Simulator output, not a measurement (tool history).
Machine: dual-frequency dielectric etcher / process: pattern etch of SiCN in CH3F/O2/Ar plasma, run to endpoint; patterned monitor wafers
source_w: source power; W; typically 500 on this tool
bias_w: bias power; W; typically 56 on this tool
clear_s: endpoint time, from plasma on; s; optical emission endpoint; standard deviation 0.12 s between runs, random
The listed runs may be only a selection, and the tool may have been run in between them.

| run | hour | source_w | bias_w | incoming incoming film thickness, nm | clear_s |
|---|---|---|---|---|---|
| 1 | 0 | 500 | 56 | 11.31 | 27.9 |
| 2 | 25.6 | 500 | 56 | 11.24 | 27.6 |
| 3 | 79.7 | 500 | 56 | 11.22 | 27.5 |
| 4 | 123.4 | 500 | 56 | 11.27 | 27.6 |
| 5 | 153.1 | 500 | 56 | 11.14 | 27 |
|  | 177.5 | upper electrode replaced |
| 6 | 211.6 | 500 | 56 | 11.36 | 27.5 |
| 7 | 238.4 | 500 | 56 | 11.22 | 27.1 |
| 8 | 270.4 | 500 | 56 | 11.25 | 27.2 |
| 9 | 329.9 | 500 | 45 | 11.18 | 29.1 |
| 10 | 357.4 | 440 | 66 | 11.26 | 26.3 |
|  | 407.8 | wet clean of the chamber |
| 11 | 427.7 | 380 | 61 | 11.25 | 30.3 |
| 12 | 466 | 440 | 66 | 11.2 | 27.6 |
|  | 479.4 | bias power generator calibrated |
| 13 | 498 | 420 | 63 | 11.32 | 28.6 |
| 14 | 546.3 | 450 | 45 | 11.31 | 31.8 |
| 15 | 586.2 | 470 | 68 | 11.27 | 26.6 |
| 16 | 628.6 | 560 | 56 | 11.3 | 26.7 |
| 17 | 671 | 550 | 62 | 11.26 | 25.5 |
| 18 | 698.2 | 540 | 64 | 11.33 | 25.6 |
| 19 | 736.9 | 500 | 56 | 11.22 | 27.4 |
| 20 | 773.9 | 590 | 56 | 11.22 | 25.6 |
|  | 808.6 | wet clean of the chamber |
| 21 | 824.6 | 410 | 65 | 11.4 | 29 |
| 22 | 851.4 | 500 | 60 | 11.32 | 27.6 |
|  | 892.1 | source power generator calibrated |
| 23 | 900.4 | 500 | 56 | 11.49 | 28.7 |
| 24 | 933.2 | 400 | 56 | 11.39 | 30.6 |
| 25 | 963.2 | 500 | 56 | 11.32 | 27.9 |
| 26 | 996.7 | 500 | 52 | 11.19 | 28.2 |
| 27 | 1053.4 | 500 | 56 | 11.35 | 27.7 |
| 28 | 1102.7 | 470 | 52 | 11.35 | 29 |
| 29 | 1162.6 | 470 | 56 | 11.34 | 28 |
| 30 | 1196 | 500 | 66 | 11.32 | 25.5 |
|  | 1256.4 | wet clean of the chamber |
| 31 | 1258.9 | 560 | 43 | 11.17 | 29.8 |
| 32 | 1297.6 | 500 | 56 | 11.37 | 28.6 |
| 33 | 1326.2 | 400 | 48 | 11.36 | 33 |
| 34 | 1388.4 | 500 | 56 | 11.29 | 28.1 |

Each row is a separate what-if for the run after 34, all from the same tool condition, not one after another. Results?
| A | 1388.8 | 540 | 56 | 11.32 | ? |
| B | 1388.8 | 560 | 66 | 11.32 | ? |
| C | 1388.8 | 610 | 67 | 11.32 | ? |
| D | 1388.8 | 600 | 68 | 11.32 | ? |
| E | 1388.8 | 500 | 67 | 11.32 | ? |

| run | clear_s |
|---|---|
| A | 27.5 |
| B | 25.5 |
| C | 24.5 |
| D | 24.6 |
| E | 26.5 |
What these runs would have given with no unlogged condition in the tool:
| run | clear_s |
|---|---|
| A | 27.8 |
| B | 25.8 |
| C | 24.8 |
| D | 24.8 |
| E | 26.8 |
